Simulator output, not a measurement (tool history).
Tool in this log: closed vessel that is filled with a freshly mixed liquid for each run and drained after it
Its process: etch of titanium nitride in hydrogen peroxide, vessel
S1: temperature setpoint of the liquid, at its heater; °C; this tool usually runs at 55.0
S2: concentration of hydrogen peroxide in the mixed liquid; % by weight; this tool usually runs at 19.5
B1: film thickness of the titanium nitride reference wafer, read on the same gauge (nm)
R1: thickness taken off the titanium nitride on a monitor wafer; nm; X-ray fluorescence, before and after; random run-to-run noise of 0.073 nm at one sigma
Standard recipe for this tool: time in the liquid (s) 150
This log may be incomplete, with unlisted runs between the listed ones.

run 1 hour=0.0 | S1=55.0 S2=15.5 time_in_the_liquid_(s)=150 | B1=73.37 | R1=7.86
-- hour=30.1 gauge calibrated
run 2 hour=40.5 | S1=55.0 S2=19.5 time_in_the_liquid_(s)=150 | B1=69.98 | R1=7.91
run 3 hour=77.3 | S1=51.5 S2=18.0 time_in_the_liquid_(s)=150 | B1=69.98 | R1=6.10
-- hour=92.1 peroxide flow meter replaced
run 4 hour=115.4 | S1=55.0 S2=21.0 time_in_the_liquid_(s)=150 | B1=69.97 | R1=7.98
run 5 hour=154.8 | S1=55.0 S2=21.0 time_in_the_liquid_(s)=150 | B1=69.97 | R1=7.91
run 6 hour=206.1 | S1=55.0 S2=19.5 time_in_the_liquid_(s)=150 | B1=69.98 | R1=7.90
run 7 hour=241.0 | S1=55.0 S2=19.5 time_in_the_liquid_(s)=150 | B1=69.98 | R1=7.84
run 8 hour=295.0 | S1=55.0 S2=19.5 time_in_the_liquid_(s)=90 | B1=70.00 | R1=4.76
-- hour=344.1 thermometer replaced
run 9 hour=348.6 | S1=55.0 S2=21.0 time_in_the_liquid_(s)=150 | B1=69.99 | R1=7.92
run 10 hour=544.0 | S1=55.0 S2=19.5 time_in_the_liquid_(s)=150 | B1=70.09 | R1=7.94
run 11 hour=575.3 | S1=62.0 S2=15.0 time_in_the_liquid_(s)=150 | B1=70.14 | R1=12.06
run 12 hour=620.8 | S1=55.0 S2=19.5 time_in_the_liquid_(s)=150 | B1=70.17 | R1=7.82
run 13 hour=689.4 | S1=49.0 S2=17.5 time_in_the_liquid_(s)=60 | B1=70.20 | R1=1.99
run 14 hour=756.1 | S1=55.0 S2=19.5 time_in_the_liquid_(s)=150 | B1=70.24 | R1=7.91
run 15 hour=789.2 | S1=55.0 S2=15.5 time_in_the_liquid_(s)=150 | B1=70.27 | R1=7.60
run 16 hour=858.7 | S1=55.0 S2=19.5 time_in_the_liquid_(s)=150 | B1=70.32 | R1=7.80
run 17 hour=909.7 | S1=55.0 S2=17.0 time_in_the_liquid_(s)=150 | B1=70.36 | R1=7.71
run 18 hour=957.0 | S1=55.0 S2=21.5 time_in_the_liquid_(s)=180 | B1=70.41 | R1=9.76
run 19 hour=1000.2 | S1=55.0 S2=19.5 time_in_the_liquid_(s)=150 | B1=70.48 | R1=7.97
-- hour=1041.6 thermometer replaced
run 20 hour=1068.9 | S1=55.0 S2=19.5 time_in_the_liquid_(s)=150 | B1=70.54 | R1=7.84
run 21 hour=1124.7 | S1=55.0 S2=19.5 time_in_the_liquid_(s)=150 | B1=70.60 | R1=7.76
run 22 hour=1165.3 | S1=55.0 S2=19.5 time_in_the_liquid_(s)=80 | B1=70.65 | R1=4.23
-- hour=1190.3 new drum of peroxide connected
run 23 hour=1203.5 | S1=62.5 S2=15.5 time_in_the_liquid_(s)=65 | B1=70.68 | R1=5.46
run 24 hour=1263.8 | S1=55.0 S2=13.5 time_in_the_liquid_(s)=95 | B1=70.74 | R1=4.68
run 25 hour=1313.2 | S1=51.0 S2=17.5 time_in_the_liquid_(s)=205 | B1=70.82 | R1=8.01
run 26 hour=1379.0 | S1=46.5 S2=19.5 time_in_the_liquid_(s)=150 | B1=70.91 | R1=4.38
run 27 hour=1416.3 | S1=48.5 S2=14.0 time_in_the_liquid_(s)=150 | B1=70.97 | R1=4.71
run 28 hour=1450.7 | S1=55.0 S2=14.0 time_in_the_liquid_(s)=180 | B1=71.03 | R1=8.92
run 29 hour=1499.3 | S1=51.5 S2=21.5 time_in_the_liquid_(s)=230 | B1=71.08 | R1=9.75

Predict each of these 4 candidate next runs independently; none follows another, all start after run 29:
run A hour=1500.0 | S1=55.0 S2=19.5 time_in_the_liquid_(s)=150 | B1=? | R1=?
run B hour=1500.0 | S1=50.5 S2=15.5 time_in_the_liquid_(s)=205 | B1=? | R1=?
run C hour=1500.0 | S1=48.5 S2=19.5 time_in_the_liquid_(s)=150 | B1=? | R1=?
run D hour=1500.0 | S1=49.0 S2=19.5 time_in_the_liquid_(s)=150 | B1=? | R1=?

run=A B1=71.11 R1=8.03
run=B B1=71.11 R1=7.59
run=C B1=71.11 R1=5.05
run=D B1=71.11 R1=5.23
With the hidden condition removed and each run's random variation left untouched, the same runs would have given:
run=A R1=7.90
run=B R1=7.47
run=C R1=4.97
run=D R1=5.15
